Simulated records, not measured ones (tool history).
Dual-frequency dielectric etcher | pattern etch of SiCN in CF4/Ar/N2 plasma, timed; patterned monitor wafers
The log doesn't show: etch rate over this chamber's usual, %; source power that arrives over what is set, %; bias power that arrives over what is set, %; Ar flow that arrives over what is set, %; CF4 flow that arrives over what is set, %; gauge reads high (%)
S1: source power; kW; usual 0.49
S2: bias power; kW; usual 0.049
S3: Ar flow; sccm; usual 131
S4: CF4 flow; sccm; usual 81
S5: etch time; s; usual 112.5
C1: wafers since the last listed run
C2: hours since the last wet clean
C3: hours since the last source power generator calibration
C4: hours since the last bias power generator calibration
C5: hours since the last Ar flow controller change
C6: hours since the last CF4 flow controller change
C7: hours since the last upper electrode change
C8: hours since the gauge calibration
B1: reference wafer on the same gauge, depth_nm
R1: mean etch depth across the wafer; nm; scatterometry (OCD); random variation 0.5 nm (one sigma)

Run 1, day 0: usual settings; C1 0; C2 336.7; C3 21.4; C4 48; C5 32.8; C6 5537.4; C7 3535.1; C8 481; B1 95.9. Result: R1 92.5 nm.
Run 2, day 0.758: usual settings but S1 0.59 kW; C1 170; C2 354.9; C3 39.6; C4 66.2; C5 51; C6 5555.6; C7 3553.3; C8 499.2; B1 95.3. Result: R1 102.4 nm.
Run 3, day 2.012: usual settings but S2 0.059 kW; C1 281; C2 385; C3 69.7; C4 96.3; C5 81.1; C6 5585.7; C7 3583.4; C8 529.3; B1 95.7. Result: R1 98.7 nm.
At day 3.017: gauge calibrated.
Run 4, day 3.258: usual settings but S4 92 sccm; C1 280; C2 414.9; C3 99.6; C4 126.2; C5 111; C6 5615.6; C7 3613.3; C8 5.8; B1 95.8. Result: R1 93.1 nm.
Run 5, day 4.004: usual settings; C1 167; C2 432.8; C3 117.5; C4 144.1; C5 128.9; C6 5633.5; C7 3631.2; C8 23.7; B1 95.5. Result: R1 91 nm.
Run 6, day 4.738: usual settings; C1 164; C2 450.4; C3 135.1; C4 161.7; C5 146.5; C6 5651.1; C7 3648.8; C8 41.3; B1 95.5. Result: R1 90.9 nm.
At day 5.229: CF4 flow controller replaced.
At day 6.55: wet clean of the chamber.
At day 7.079: upper electrode replaced.
Run 7, day 7.1: usual settings; C1 130; C2 13.2; C3 191.8; C4 218.4; C5 203.2; C6 44.9; C7 0.5; C8 98; B1 95.6. Result: R1 90.8 nm.
Run 8, day 7.117: usual settings but S3 111 sccm; C1 3; C2 13.6; C3 192.2; C4 218.8; C5 203.6; C6 45.3; C7 0.9; C8 98.4; B1 95.6. Result: R1 95 nm.
Run 9, day 8.117: usual settings; C1 224; C2 37.6; C3 216.2; C4 242.8; C5 227.6; C6 69.3; C7 24.9; C8 122.4; B1 95.7. Result: R1 91.3 nm.
Run 10, day 8.721: usual settings but S1 0.4 kW, S4 100 sccm, S5 130.5 s; C1 135; C2 52.1; C3 230.7; C4 257.3; C5 242.1; C6 83.8; C7 39.4; C8 136.9; B1 95.7. Result: R1 97.6 nm.
Run 11, day 10.167: usual settings but S2 0.044 kW, S3 143 sccm, S4 94 sccm, S5 93 s; C1 325; C2 86.8; C3 265.4; C4 292; C5 276.8; C6 118.5; C7 74.1; C8 171.6; B1 95.7. Result: R1 71.8 nm.
Run 12, day 11.275: usual settings but S1 0.37 kW; C1 249; C2 113.4; C3 292; C4 318.6; C5 303.4; C6 145.1; C7 100.7; C8 198.2; B1 95.6. Result: R1 77.1 nm.
Run 13, day 12.762: usual settings but S1 0.56 kW, S2 0.057 kW, S3 157 sccm; C1 334; C2 149.1; C3 327.7; C4 354.3; C5 339.1; C6 180.8; C7 136.4; C8 233.9; B1 95.7. Result: R1 103.5 nm.
Run 14, day 13.946: usual settings; C1 266; C2 177.5; C3 356.1; C4 382.7; C5 367.5; C6 209.2; C7 164.8; C8 262.3; B1 95.8. Result: R1 92.2 nm.
Run 15, day 16.688: usual settings but S4 91 sccm, S5 126 s; C1 616; C2 243.3; C3 421.9; C4 448.5; C5 433.3; C6 275; C7 230.6; C8 328.1; B1 95.6. Result: R1 104.4 nm.
Run 16, day 17.575: usual settings but S1 0.58 kW, S4 89 sccm, S5 125.5 s; C1 199; C2 264.6; C3 443.2; C4 469.8; C5 454.6; C6 296.3; C7 251.9; C8 349.4; B1 95.5. Result: R1 114.7 nm.
Run 17, day 18.842: usual settings but S1 0.44 kW, S3 164 sccm; C1 284; C2 295; C3 473.6; C4 500.2; C5 485; C6 326.7; C7 282.3; C8 379.8; B1 95.6. Result: R1 80.7 nm.
Run 18, day 19.517: usual settings but S2 0.041 kW; C1 151; C2 311.2; C3 489.8; C4 516.4; C5 501.2; C6 342.9; C7 298.5; C8 396; B1 95.7. Result: R1 84 nm.
Run 19, day 20.133: usual settings but S2 0.043 kW; C1 138; C2 326; C3 504.6; C4 531.2; C5 516; C6 357.7; C7 313.3; C8 410.8; B1 95.6. Result: R1 85.9 nm.
Run 20, day 21.192: usual settings but S2 0.055 kW, S5 127 s; C1 237; C2 351.4; C3 530; C4 556.6; C5 541.4; C6 383.1; C7 338.7; C8 436.2; B1 95.5. Result: R1 108.6 nm.

5 ways to go on from here, each from the tool as it stands after run 20. What would each give?
Run A, day 21.208: usual settings but S5 124.5 s; C1 3; C2 351.8; C3 530.4; C4 557; C5 541.8; C6 383.5; C7 339.1; C8 436.6; B1 ?. Result: R1 ?.
Run B, day 21.208: usual settings but S1 0.6 kW, S2 0.057 kW, S3 112 sccm, S5 79.5 s; C1 3; C2 351.8; C3 530.4; C4 557; C5 541.8; C6 383.5; C7 339.1; C8 436.6; B1 ?. Result: R1 ?.
Run C, day 21.208: usual settings but S1 0.54 kW, S2 0.044 kW, S4 72 sccm; C1 3; C2 351.8; C3 530.4; C4 557; C5 541.8; C6 383.5; C7 339.1; C8 436.6; B1 ?. Result: R1 ?.
Run D, day 21.208: usual settings but S1 0.54 kW, S2 0.057 kW, S3 153 sccm; C1 3; C2 351.8; C3 530.4; C4 557; C5 541.8; C6 383.5; C7 339.1; C8 436.6; B1 ?. Result: R1 ?.
Run E, day 21.208: usual settings but S4 86 sccm, S5 88.5 s; C1 3; C2 351.8; C3 530.4; C4 557; C5 541.8; C6 383.5; C7 339.1; C8 436.6; B1 ?. Result: R1 ?.

run    B1     R1
  A  95.7    101
  B  95.7   80.9
  C  95.7   90.2
  D  95.7  100.3
  E  95.7   72.5
Without the tool's hidden state the same runs would have given:
run     R1
  A    101
  B   80.9
  C   90.2
  D  100.3
  E   72.5
